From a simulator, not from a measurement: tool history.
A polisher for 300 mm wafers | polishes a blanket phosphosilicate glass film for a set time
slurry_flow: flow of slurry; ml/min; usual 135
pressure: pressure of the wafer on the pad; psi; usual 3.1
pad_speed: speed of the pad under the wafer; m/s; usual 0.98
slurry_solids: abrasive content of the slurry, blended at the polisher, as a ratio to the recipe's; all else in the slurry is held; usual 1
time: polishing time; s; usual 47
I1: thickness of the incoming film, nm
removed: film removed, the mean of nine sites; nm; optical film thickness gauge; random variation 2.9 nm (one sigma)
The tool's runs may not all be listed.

{"run": 1, "hour": 0.0, "slurry_flow": 135, "pressure": 3.1, "pad_speed": 0.78, "slurry_solids": 1, "time": 41, "I1": 3810.5, "removed": 245.6}
{"hour": 15.2, "done": "slurry nozzle cleaned"}
{"run": 2, "hour": 100.1, "slurry_flow": 135, "pressure": 3.1, "pad_speed": 0.78, "slurry_solids": 1, "time": 41, "I1": 3827.8, "removed": 240}
{"hour": 129.2, "done": "conditioning disc replaced and pad reconditioned"}
{"hour": 130.2, "done": "worn pad replaced by a new one"}
{"hour": 173.2, "done": "slurry blender recalibrated"}
{"run": 3, "hour": 183.8, "slurry_flow": 135, "pressure": 3.1, "pad_speed": 0.98, "slurry_solids": 1, "time": 47, "I1": 3721.8, "removed": 317.5}
{"run": 4, "hour": 259.5, "slurry_flow": 135, "pressure": 3.1, "pad_speed": 0.98, "slurry_solids": 1, "time": 47, "I1": 3751.9, "removed": 312}
{"hour": 296.1, "done": "worn pad replaced by a new one"}
{"run": 5, "hour": 310.1, "slurry_flow": 135, "pressure": 3.1, "pad_speed": 0.98, "slurry_solids": 1, "time": 47, "I1": 3784.9, "removed": 304.9}
{"hour": 382.7, "done": "slurry blender recalibrated"}
{"hour": 389.8, "done": "conditioning disc replaced and pad reconditioned"}
{"run": 6, "hour": 391.1, "slurry_flow": 135, "pressure": 3.1, "pad_speed": 0.98, "slurry_solids": 1, "time": 43, "I1": 3748.1, "removed": 311.9}
{"hour": 461.5, "done": "worn pad replaced by a new one"}
{"run": 7, "hour": 462.0, "slurry_flow": 135, "pressure": 3.1, "pad_speed": 0.98, "slurry_solids": 1, "time": 43, "I1": 3771.4, "removed": 293.8}
{"run": 8, "hour": 503.7, "slurry_flow": 155, "pressure": 3.1, "pad_speed": 0.64, "slurry_solids": 1, "time": 47, "I1": 3761.1, "removed": 265.4}

Run 9 comes next. What will it give?
{"hour": 529.9, "done": "head pressure recalibrated"}
{"run": 9, "hour": 545.6, "slurry_flow": 170, "pressure": 2.5, "pad_speed": 0.98, "slurry_solids": 1, "time": 47, "I1": 3821.9, "removed": "?"}

Run 9 gave removed 265.8 nm.
Without the tool's hidden state the same run would have given removed 287.7 nm.
